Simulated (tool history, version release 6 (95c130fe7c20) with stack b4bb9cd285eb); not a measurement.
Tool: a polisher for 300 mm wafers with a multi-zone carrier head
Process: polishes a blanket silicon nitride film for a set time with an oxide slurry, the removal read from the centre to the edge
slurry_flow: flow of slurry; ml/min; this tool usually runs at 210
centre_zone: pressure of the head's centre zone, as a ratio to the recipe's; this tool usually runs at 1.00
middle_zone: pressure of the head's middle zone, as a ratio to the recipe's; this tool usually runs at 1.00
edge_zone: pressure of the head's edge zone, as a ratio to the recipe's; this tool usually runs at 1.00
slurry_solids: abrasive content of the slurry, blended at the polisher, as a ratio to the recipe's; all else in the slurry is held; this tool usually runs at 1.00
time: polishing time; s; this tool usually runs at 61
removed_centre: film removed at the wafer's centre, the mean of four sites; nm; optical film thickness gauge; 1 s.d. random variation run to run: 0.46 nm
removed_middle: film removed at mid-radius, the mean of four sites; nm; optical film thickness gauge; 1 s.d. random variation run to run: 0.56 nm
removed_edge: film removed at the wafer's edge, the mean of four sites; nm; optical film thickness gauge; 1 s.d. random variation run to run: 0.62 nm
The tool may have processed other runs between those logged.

run	day	slurry_flow	centre_zone	middle_zone	edge_zone	slurry_solids	time	incoming thickness of the incoming film, nm	removed_centre	removed_middle	removed_edge
1	0.000	210	1.00	1.00	1.00	1.00	61	466.1	39.4	41.8	42.9
2	0.583	210	1.00	1.00	1.00	1.00	61	459.6	39.4	43.1	42.4
3	1.133	210	1.00	1.00	1.00	1.00	61	463.0	38.8	42.4	43.7
4	1.475	210	1.00	1.00	1.00	1.00	61	458.6	38.9	40.9	43.1
# day 1.950: worn pad replaced by a new one
5	2.192	210	1.00	1.00	1.00	1.00	61	460.2	39.4	42.0	42.8
6	2.662	210	1.00	1.00	1.00	1.00	61	459.8	38.5	42.6	44.2
7	3.275	210	1.00	1.00	1.00	1.00	61	454.4	38.5	42.4	43.7
8	3.550	210	0.96	1.00	1.00	1.00	61	460.7	36.4	41.9	43.7
# day 3.858: slurry nozzle cleaned
9	4.050	210	1.00	0.91	0.95	1.25	47	455.4	32.0	32.6	36.3
10	4.471	210	1.00	1.00	1.00	0.90	61	459.1	36.6	40.9	42.0
# day 4.721: edge zone pressure recalibrated
# day 4.738: carrier head's membrane replaced by a new one
11	5.154	210	1.00	1.00	1.00	1.00	61	453.9	38.5	42.7	43.3
# day 5.383: worn pad replaced by a new one
# day 5.500: centre zone pressure recalibrated
12	5.812	210	1.00	1.00	1.00	1.15	61	464.9	44.0	44.5	46.0
13	6.404	245	1.00	0.90	0.93	1.00	50	462.8	34.8	31.9	35.5
14	7.062	235	1.00	1.07	1.00	1.00	61	454.3	42.6	44.8	43.8

Predict each of these 5 candidate next runs independently; none follows another, all start after run 14:
A	7.079	210	1.00	1.00	1.00	1.00	61	466.4	?	?	?
B	7.079	230	1.00	1.00	1.00	1.00	61	466.4	?	?	?
C	7.079	265	1.00	1.07	1.00	1.30	61	466.4	?	?	?
D	7.079	210	1.00	1.00	1.00	1.15	73	466.4	?	?	?
E	7.079	210	1.09	0.88	0.96	1.00	61	466.4	?	?	?

run	removed_centre	removed_middle	removed_edge
A	40.9	40.6	41.9
B	41.5	41.2	42.3
C	46.5	48.7	47.1
D	51.5	51.2	52.8
E	44.4	36.5	41.5
The same runs, with their run-to-run variation unchanged, on a tool lacking any hidden condition would have given:
run	removed_centre	removed_middle	removed_edge
A	41.0	40.6	41.9
B	41.6	41.1	42.3
C	46.6	48.7	47.1
D	51.6	51.2	52.8
E	44.5	36.5	41.5
